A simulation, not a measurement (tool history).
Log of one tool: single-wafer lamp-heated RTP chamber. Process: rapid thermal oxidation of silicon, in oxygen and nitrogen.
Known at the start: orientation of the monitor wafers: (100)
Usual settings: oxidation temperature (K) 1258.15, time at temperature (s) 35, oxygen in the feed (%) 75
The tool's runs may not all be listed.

run    hour  oxidation temperature (K)  time at temperature (s)  oxygen in the feed (%)  wafers since the last listed run  wafers since the last pyrometer calibration  hours since the oxygen flow controller was replaced  hours since the gauge calibration  read-back reference wafer on the same gauge, thickness  oxide thickness on the monitor wafer (nm)
  1       0                    1258.15                       39                      94                                 0                                         4662                                               3993.9                              180.6                                                   3.211                                      4.269
  2    64.3                    1258.15                       35                      75                               952                                         5614                                               4058.2                              244.9                                                    3.21                                      3.821
  3   124.7                    1258.15                       35                      75                               894                                         6509                                               4118.6                              305.3                                                   3.208                                      3.866
      169.1  -- pyrometer window cleaned and pyrometer calibrated
  4   181.5                    1258.15                       35                      75                               722                                          183                                               4175.4                              362.1                                                    3.21                                       3.78
  5   278.4                    1258.15                       35                      75                              1434                                         1618                                               4272.3                                459                                                   3.211                                      3.787
  6   366.2                    1258.15                       35                      75                              1299                                         2918                                               4360.1                              546.8                                                   3.212                                      3.791
  7   409.9                    1258.15                       35                      75                               647                                         3565                                               4403.8                              590.5                                                   3.211                                      3.811
  8   501.4                    1258.15                       35                      75                              1354                                         4920                                               4495.3                                682                                                    3.21                                      3.812
  9   608.1                    1258.15                       29                      75                              1579                                         6500                                                 4602                              788.7                                                   3.209                                      3.575
      639.2  -- pyrometer window cleaned and pyrometer calibrated
 10   659.4                    1258.15                       29                      75                               641                                          298                                               4653.3                                840                                                   3.209                                      3.512
 11   758.3                    1246.15                       35                      75                              1464                                         1762                                               4752.2                              938.9                                                   3.207                                      3.493
 12   844.4                    1246.15                       35                      75                              1274                                         3037                                               4838.3                               1025                                                   3.208                                      3.491
 13   941.6                    1246.15                       35                      75                              1439                                         4476                                               4935.5                             1122.2                                                    3.21                                      3.531
 14   990.4                    1258.15                       23                      75                               722                                         5199                                               4984.3                               1171                                                    3.21                                       3.26
 15    1076                    1268.15                       47                      98                              1267                                         6466                                               5069.9                             1256.6                                                   3.214                                      5.084
     1114.1  -- pyrometer window cleaned and pyrometer calibrated
 16  1125.5                    1258.15                       44                      98                               614                                          168                                               5119.4                             1306.1                                                   3.207                                      4.524
     1223.3  -- oxygen flow controller replaced
 17  1233.1                    1258.15                       35                      75                              1474                                         1642                                                  9.8                             1413.7                                                   3.209                                      3.783
 18  1315.2                    1239.15                       48                      98                              1215                                         2858                                                 91.9                             1495.8                                                    3.21                                      4.114
     1398.5  -- gauge calibrated
 19  1416.6                    1258.15                       35                      49                              1501                                         4359                                                193.3                               18.1                                                   3.207                                      3.374
 20  1462.9                    1275.15                       35                      49                               685                                         5045                                                239.6                               64.4                                                   3.209                                       3.76
 21  1549.8                    1275.15                       35                      75                              1286                                         6331                                                326.5                              151.3                                                   3.208                                      4.327
     1653.6  -- pyrometer window cleaned and pyrometer calibrated
 22  1654.1                    1247.15                       41                      96                              1425                                            6                                                430.8                              255.6                                                    3.21                                      4.038
 23  1754.7                    1258.15                       35                      53                              1489                                         1496                                                531.4                              356.2                                                   3.212                                      3.402
 24  1807.8                    1258.15                       35                      75                               786                                         2282                                                584.5                              409.3                                                   3.212                                      3.782
 25  1903.3                    1237.15                       35                      96                              1413                                         3696                                                  680                              504.8                                                   3.213                                      3.555
 26  2079.5                    1258.15                       35                      75                              2608                                         6305                                                856.2                                681                                                   3.209                                      3.836

What the log doesn't show, run by run:
deviation of the oxygen flow from its setpoint, %: 0 in every run
gauge reads high (%): 0 in every run
H1: true wafer temperature minus pyrometer reading, K
run      H1
  1    1.54
  2    2.13
  3    2.78
  4   0.397
  5   0.553
  6   0.907
  7    1.16
  8    1.85
  9    2.94
 10  0.0916
 11   0.273
 12   0.641
 13    1.29
 14    1.71
 15     2.6
 16   0.811
 17   0.996
 18    1.34
 19    2.02
 20    2.41
 21    3.31
 22   0.236
 23   0.371
 24   0.549
 25    1.06
 26    2.63

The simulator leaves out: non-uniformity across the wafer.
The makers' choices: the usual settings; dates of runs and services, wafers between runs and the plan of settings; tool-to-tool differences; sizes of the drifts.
